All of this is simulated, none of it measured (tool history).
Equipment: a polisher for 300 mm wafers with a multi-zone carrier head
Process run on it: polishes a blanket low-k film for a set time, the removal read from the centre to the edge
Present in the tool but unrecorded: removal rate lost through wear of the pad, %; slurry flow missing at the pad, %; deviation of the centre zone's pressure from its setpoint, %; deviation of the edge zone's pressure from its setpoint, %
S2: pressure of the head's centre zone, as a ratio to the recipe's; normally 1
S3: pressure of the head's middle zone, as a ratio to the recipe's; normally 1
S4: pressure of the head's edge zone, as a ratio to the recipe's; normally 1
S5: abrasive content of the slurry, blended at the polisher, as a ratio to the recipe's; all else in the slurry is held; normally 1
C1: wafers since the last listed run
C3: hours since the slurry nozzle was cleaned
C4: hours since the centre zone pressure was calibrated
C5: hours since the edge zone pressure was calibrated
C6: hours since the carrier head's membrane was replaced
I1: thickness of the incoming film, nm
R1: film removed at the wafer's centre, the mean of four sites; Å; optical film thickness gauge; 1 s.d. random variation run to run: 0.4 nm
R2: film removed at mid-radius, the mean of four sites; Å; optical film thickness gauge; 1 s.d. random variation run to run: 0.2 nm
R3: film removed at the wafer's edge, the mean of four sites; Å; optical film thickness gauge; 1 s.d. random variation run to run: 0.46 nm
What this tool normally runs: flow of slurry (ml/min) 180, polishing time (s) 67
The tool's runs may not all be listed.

{"run": 1, "hour": 0.0, "flow of slurry (ml/min)": 180, "S2": 1, "S3": 1, "S4": 1, "S5": 1, "polishing time (s)": 67, "C1": 0, "wafers polished on this pad": 2235, "C3": 203.1, "C4": 183.4, "C5": 416.4, "C6": 612, "I1": 484.8, "R1": 312, "R2": 306, "R3": 328}
{"run": 2, "hour": 36.8, "flow of slurry (ml/min)": 180, "S2": 1, "S3": 1, "S4": 1, "S5": 1, "polishing time (s)": 67, "C1": 345, "wafers polished on this pad": 2580, "C3": 239.9, "C4": 220.2, "C5": 453.2, "C6": 648.8, "I1": 482.6, "R1": 313, "R2": 304, "R3": 320}
{"run": 3, "hour": 107.7, "flow of slurry (ml/min)": 120, "S2": 0.93, "S3": 0.91, "S4": 0.88, "S5": 1, "polishing time (s)": 67, "C1": 665, "wafers polished on this pad": 3246, "C3": 310.8, "C4": 291.1, "C5": 524.1, "C6": 719.7, "I1": 490.4, "R1": 282, "R2": 272, "R3": 296}
{"run": 4, "hour": 157.8, "flow of slurry (ml/min)": 180, "S2": 1, "S3": 1.09, "S4": 1, "S5": 1, "polishing time (s)": 67, "C1": 470, "wafers polished on this pad": 3717, "C3": 360.9, "C4": 341.2, "C5": 574.2, "C6": 769.8, "I1": 477.6, "R1": 315, "R2": 332, "R3": 317}
{"hour": 165.2, "done": "edge zone pressure recalibrated"}
{"hour": 182.5, "done": "worn pad replaced by a new one"}
{"run": 5, "hour": 211.7, "flow of slurry (ml/min)": 180, "S2": 1, "S3": 1, "S4": 1.04, "S5": 0.7, "polishing time (s)": 79, "C1": 449, "wafers polished on this pad": 274, "C3": 414.8, "C4": 395.1, "C5": 46.5, "C6": 823.7, "I1": 478.9, "R1": 336, "R2": 316, "R3": 342}
{"run": 6, "hour": 236.7, "flow of slurry (ml/min)": 150, "S2": 1, "S3": 1, "S4": 1, "S5": 1, "polishing time (s)": 67, "C1": 234, "wafers polished on this pad": 509, "C3": 439.8, "C4": 420.1, "C5": 71.5, "C6": 848.7, "I1": 474.6, "R1": 313, "R2": 299, "R3": 320}
{"run": 7, "hour": 279.2, "flow of slurry (ml/min)": 180, "S2": 1, "S3": 1, "S4": 0.89, "S5": 0.8, "polishing time (s)": 75, "C1": 399, "wafers polished on this pad": 908, "C3": 482.3, "C4": 462.6, "C5": 114, "C6": 891.2, "I1": 485.1, "R1": 329, "R2": 319, "R3": 313}
{"run": 8, "hour": 325.1, "flow of slurry (ml/min)": 180, "S2": 1, "S3": 0.89, "S4": 1, "S5": 1.2, "polishing time (s)": 67, "C1": 431, "wafers polished on this pad": 1339, "C3": 528.2, "C4": 508.5, "C5": 159.9, "C6": 937.1, "I1": 476.4, "R1": 334, "R2": 295, "R3": 337}
{"hour": 335.6, "done": "slurry nozzle cleaned"}
{"run": 9, "hour": 356.1, "flow of slurry (ml/min)": 180, "S2": 1.09, "S3": 1, "S4": 1, "S5": 1, "polishing time (s)": 67, "C1": 281, "wafers polished on this pad": 1621, "C3": 20.5, "C4": 539.5, "C5": 190.9, "C6": 968.1, "I1": 476.4, "R1": 343, "R2": 305, "R3": 325}
{"run": 10, "hour": 546.0, "flow of slurry (ml/min)": 180, "S2": 1, "S3": 1, "S4": 1, "S5": 1, "polishing time (s)": 67, "C1": 1783, "wafers polished on this pad": 3405, "C3": 210.4, "C4": 729.4, "C5": 380.8, "C6": 1158, "I1": 473.2, "R1": 318, "R2": 306, "R3": 325}
{"run": 11, "hour": 597.0, "flow of slurry (ml/min)": 180, "S2": 1, "S3": 1, "S4": 1, "S5": 1, "polishing time (s)": 79, "C1": 479, "wafers polished on this pad": 3884, "C3": 261.4, "C4": 780.4, "C5": 431.8, "C6": 1209, "I1": 479, "R1": 372, "R2": 359, "R3": 382}
{"run": 12, "hour": 627.8, "flow of slurry (ml/min)": 180, "S2": 1, "S3": 1, "S4": 1, "S5": 1, "polishing time (s)": 79, "C1": 289, "wafers polished on this pad": 4173, "C3": 292.2, "C4": 811.2, "C5": 462.6, "C6": 1239.8, "I1": 480.7, "R1": 381, "R2": 364, "R3": 373}
{"hour": 677.3, "done": "worn pad replaced by a new one"}
{"hour": 706.0, "done": "carrier head's membrane replaced by a new one"}
{"hour": 708.5, "done": "edge zone pressure recalibrated"}
{"run": 13, "hour": 750.4, "flow of slurry (ml/min)": 180, "S2": 1, "S3": 1, "S4": 0.9, "S5": 1, "polishing time (s)": 67, "C1": 1048, "wafers polished on this pad": 620, "C3": 414.8, "C4": 933.8, "C5": 41.9, "C6": 44.4, "I1": 470.7, "R1": 325, "R2": 307, "R3": 308}
{"run": 14, "hour": 818.4, "flow of slurry (ml/min)": 180, "S2": 1, "S3": 0.96, "S4": 1, "S5": 1, "polishing time (s)": 67, "C1": 638, "wafers polished on this pad": 1259, "C3": 482.8, "C4": 1001.8, "C5": 109.9, "C6": 112.4, "I1": 481.8, "R1": 319, "R2": 300, "R3": 329}
{"run": 15, "hour": 860.6, "flow of slurry (ml/min)": 200, "S2": 1.04, "S3": 1, "S4": 1, "S5": 1, "polishing time (s)": 67, "C1": 396, "wafers polished on this pad": 1655, "C3": 525, "C4": 1044, "C5": 152.1, "C6": 154.6, "I1": 480.3, "R1": 333, "R2": 307, "R3": 330}
{"hour": 869.8, "done": "slurry nozzle cleaned"}
{"run": 16, "hour": 916.5, "flow of slurry (ml/min)": 180, "S2": 1.07, "S3": 1, "S4": 1, "S5": 0.75, "polishing time (s)": 54, "C1": 515, "wafers polished on this pad": 2171, "C3": 46.7, "C4": 1099.9, "C5": 208, "C6": 210.5, "I1": 488.5, "R1": 248, "R2": 223, "R3": 239}
{"hour": 972.5, "done": "centre zone pressure recalibrated"}
{"run": 17, "hour": 1053.2, "flow of slurry (ml/min)": 225, "S2": 1.07, "S3": 1, "S4": 1, "S5": 0.8, "polishing time (s)": 67, "C1": 1265, "wafers polished on this pad": 3436, "C3": 183.4, "C4": 80.7, "C5": 344.7, "C6": 347.2, "I1": 478.5, "R1": 326, "R2": 288, "R3": 298}
{"hour": 1092.7, "done": "worn pad replaced by a new one"}
{"run": 18, "hour": 1211.5, "flow of slurry (ml/min)": 180, "S2": 1, "S3": 0.97, "S4": 1, "S5": 1, "polishing time (s)": 82, "C1": 1449, "wafers polished on this pad": 1116, "C3": 341.7, "C4": 239, "C5": 503, "C6": 505.5, "I1": 470.5, "R1": 387, "R2": 364, "R3": 400}
{"hour": 1225.8, "done": "edge zone pressure recalibrated"}
{"run": 19, "hour": 1256.2, "flow of slurry (ml/min)": 180, "S2": 1, "S3": 1, "S4": 1, "S5": 1, "polishing time (s)": 67, "C1": 401, "wafers polished on this pad": 1517, "C3": 386.4, "C4": 283.7, "C5": 30.4, "C6": 550.2, "I1": 479.5, "R1": 317, "R2": 308, "R3": 323}
{"run": 20, "hour": 1290.9, "flow of slurry (ml/min)": 180, "S2": 1, "S3": 1, "S4": 1.04, "S5": 0.7, "polishing time (s)": 79, "C1": 325, "wafers polished on this pad": 1843, "C3": 421.1, "C4": 318.4, "C5": 65.1, "C6": 584.9, "I1": 479.3, "R1": 326, "R2": 318, "R3": 344}
{"run": 21, "hour": 1361.1, "flow of slurry (ml/min)": 215, "S2": 1, "S3": 1, "S4": 1.07, "S5": 1.2, "polishing time (s)": 86, "C1": 659, "wafers polished on this pad": 2502, "C3": 491.3, "C4": 388.6, "C5": 135.3, "C6": 655.1, "I1": 477, "R1": 440, "R2": 424, "R3": 461}

For each entry between runs, how does the tool's hidden state at the last listed run before it compare with that at the first listed run after it?
Run 4 -> run 5: edge zone pressure recalibrated (hour 165.2); worn pad replaced by a new one (hour 182.5)
  nothing in the hidden state changes from one run to the other
Run 8 -> run 9: slurry nozzle cleaned (hour 335.6)
  nothing in the hidden state changes from one run to the other
Run 12 -> run 13: worn pad replaced by a new one (hour 677.3); carrier head's membrane replaced by a new one (hour 706); edge zone pressure recalibrated (hour 708.5)
  nothing in the hidden state changes from one run to the other
Run 15 -> run 16: slurry nozzle cleaned (hour 869.8)
  nothing in the hidden state changes from one run to the other
Run 16 -> run 17: centre zone pressure recalibrated (hour 972.5)
  nothing in the hidden state changes from one run to the other
Run 17 -> run 18: worn pad replaced by a new one (hour 1092.7)
  nothing in the hidden state changes from one run to the other
Run 18 -> run 19: edge zone pressure recalibrated (hour 1225.8)
  nothing in the hidden state changes from one run to the other
